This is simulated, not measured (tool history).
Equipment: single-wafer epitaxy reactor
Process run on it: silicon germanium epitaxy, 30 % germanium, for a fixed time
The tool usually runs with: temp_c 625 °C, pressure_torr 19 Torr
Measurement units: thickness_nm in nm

| run | hour | temp_c | pressure_torr | read-back reference wafer on the same gauge, thickness_nm | thickness_nm |
|---|---|---|---|---|---|
| 1 | 0 | 625 | 19 | 75.019 | 82.846 |
| 2 | 13.5 | 625 | 19 | 75.051 | 83.087 |
| 3 | 21.3 | 625 | 19 | 75.049 | 82.948 |
| 4 | 30.6 | 625 | 19 | 75.106 | 83.14 |
| 5 | 47.1 | 636 | 17.2 | 75.116 | 98.283 |
| 6 | 60.4 | 636 | 17.2 | 75.11 | 97.892 |
| 7 | 73.2 | 636 | 17.2 | 75.028 | 98.755 |
| 8 | 98.6 | 619 | 21.6 | 75.178 | 78.361 |
| 9 | 110.9 | 619 | 21.6 | 75.064 | 77.746 |
| 10 | 118.4 | 619 | 21.6 | 75.1 | 77.293 |
| 11 | 125.3 | 625 | 15.8 | 75.136 | 75.18 |
| 12 | 143.1 | 625 | 15.8 | 75.096 | 75.337 |
| 13 | 169.4 | 616 | 16.5 | 75.086 | 64.45 |
| 14 | 180.3 | 636 | 20.6 | 75.177 | 106.129 |
|  | 189.9 | pyrometer calibrated |
|  | 191.5 | showerhead replaced |
| 15 | 196.2 | 636 | 17.2 | 75.163 | 111.187 |
| 16 | 203.8 | 620 | 16.8 | 75.128 | 80.41 |
|  | 211.9 | gauge calibrated |
| 17 | 242 | 632 | 19 | 75.055 | 106.821 |
| 18 | 250.7 | 617 | 22.8 | 75.021 | 86.004 |
|  | 262.9 | capacitance manometer re-zeroed and calibrated |
| 19 | 267.9 | 638 | 19 | 75.16 | 119.424 |
| 20 | 284 | 619 | 21.8 | 75.105 | 88.576 |
| 21 | 297.5 | 637 | 22.4 | 75.147 | 127.263 |
| 22 | 307 | 625 | 22.5 | 75.052 | 100.792 |
| 23 | 316.4 | 617 | 19 | 75.09 | 78.803 |
| 24 | 333.5 | 625 | 19 | 75.119 | 92.913 |
| 25 | 344.7 | 611 | 14.9 | 75.101 | 62.647 |
| 26 | 352.6 | 637 | 20.2 | 75.175 | 120.517 |
| 27 | 364.9 | 636 | 17.2 | 75.11 | 109.497 |
| 28 | 373 | 633 | 17.1 | 75.141 | 103.235 |
| 29 | 382.9 | 640 | 16.6 | 75.087 | 115.94 |
| 30 | 394.6 | 620 | 23.3 | 75.174 | 92.149 |
| 31 | 400.9 | 632 | 23.6 | 75.025 | 117.57 |
| 32 | 414.6 | 617 | 14.3 | 75.072 | 68.649 |
| 33 | 424.1 | 613 | 21.6 | 75.095 | 77.559 |
| 34 | 468 | 625 | 22 | 75.022 | 98.996 |
| 35 | 484.1 | 625 | 19 | 75.129 | 92.032 |
| 36 | 500.8 | 619 | 19 | 75.143 | 82.122 |

What if the next run were any one of these 3? Each begins from the tool's condition after run 36:
| A | 501.2 | 625 | 19 | ? | ? |
| B | 501.2 | 618 | 14.7 | ? | ? |
| C | 501.2 | 611 | 16.9 | ? | ? |

| run | read-back reference wafer on the same gauge, thickness_nm | thickness_nm |
|---|---|---|
| A | 75.14 | 92.33 |
| B | 75.14 | 70.988 |
| C | 75.14 | 65.994 |
With the hidden condition removed and each run's random variation left untouched, the same runs would have given:
| run | thickness_nm |
|---|---|
| A | 90.952 |
| B | 69.91 |
| C | 64.974 |

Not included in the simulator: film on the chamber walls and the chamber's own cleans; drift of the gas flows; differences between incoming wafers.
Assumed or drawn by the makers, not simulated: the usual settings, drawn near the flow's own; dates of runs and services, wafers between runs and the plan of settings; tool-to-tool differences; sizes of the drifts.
